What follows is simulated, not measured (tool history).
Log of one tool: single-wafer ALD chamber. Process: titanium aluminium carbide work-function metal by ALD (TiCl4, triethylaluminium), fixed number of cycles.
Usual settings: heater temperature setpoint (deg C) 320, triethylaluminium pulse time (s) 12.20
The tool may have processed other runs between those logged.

| run | hour | heater temperature setpoint (deg C) | triethylaluminium pulse time (s) | read-back reference wafer on the same gauge, thickness_nm | mean film thickness on the monitor wafer (nm) |
|---|---|---|---|---|---|
| 1 | 0.0 | 320 | 12.20 | 2.150 | 2.029 |
| 2 | 17.3 | 320 | 12.20 | 2.149 | 2.037 |
| 3 | 32.1 | 320 | 12.20 | 2.149 | 2.022 |
| 4 | 49.4 | 320 | 12.20 | 2.151 | 2.037 |
| 5 | 61.5 | 320 | 12.20 | 2.153 | 2.019 |
| 6 | 76.0 | 320 | 12.20 | 2.152 | 2.020 |
|  | 90.2 | thermocouple changed; heater temperature recalibrated |
| 7 | 90.8 | 320 | 12.20 | 2.150 | 2.020 |
| 8 | 105.9 | 320 | 12.20 | 2.148 | 2.020 |
| 9 | 112.1 | 315 | 15.60 | 2.149 | 2.013 |
| 10 | 122.1 | 315 | 15.60 | 2.151 | 2.013 |
| 11 | 139.2 | 320 | 12.20 | 2.149 | 2.018 |
| 12 | 157.1 | 320 | 12.20 | 2.148 | 2.002 |
| 13 | 170.5 | 320 | 12.20 | 2.151 | 2.026 |
| 14 | 178.9 | 320 | 14.57 | 2.151 | 2.053 |
|  | 182.1 | gauge calibrated |
| 15 | 187.1 | 335 | 14.21 | 2.150 | 2.174 |
| 16 | 193.8 | 313 | 16.79 | 2.152 | 1.972 |
| 17 | 202.2 | 332 | 7.41 | 2.152 | 1.636 |
|  | 211.6 | showerhead replaced |
|  | 219.5 | triethylaluminium bottle replaced |
| 18 | 220.0 | 320 | 10.18 | 2.147 | 1.938 |
| 19 | 223.6 | 320 | 12.20 | 2.152 | 2.026 |
| 20 | 234.0 | 320 | 12.20 | 2.148 | 2.033 |
| 21 | 241.5 | 329 | 10.17 | 2.152 | 2.029 |
| 22 | 252.0 | 312 | 15.30 | 2.152 | 1.988 |
| 23 | 266.5 | 320 | 12.20 | 2.151 | 2.021 |
| 24 | 275.1 | 325 | 14.05 | 2.150 | 2.081 |
| 25 | 289.4 | 320 | 12.20 | 2.149 | 2.021 |

3 options for the next run, each taken on its own from the tool as it stands now. Forecast them:
| A | 289.8 | 305 | 12.20 | ? | ? |
| B | 289.8 | 311 | 12.20 | ? | ? |
| C | 289.8 | 314 | 9.85 | ? | ? |

| run | read-back reference wafer on the same gauge, thickness_nm | mean film thickness on the monitor wafer (nm) |
|---|---|---|
| A | 2.152 | 1.900 |
| B | 2.152 | 1.950 |
| C | 2.152 | 1.887 |
Without the tool's hidden state the same runs would have given:
| run | mean film thickness on the monitor wafer (nm) |
|---|---|
| A | 1.900 |
| B | 1.950 |
| C | 1.887 |

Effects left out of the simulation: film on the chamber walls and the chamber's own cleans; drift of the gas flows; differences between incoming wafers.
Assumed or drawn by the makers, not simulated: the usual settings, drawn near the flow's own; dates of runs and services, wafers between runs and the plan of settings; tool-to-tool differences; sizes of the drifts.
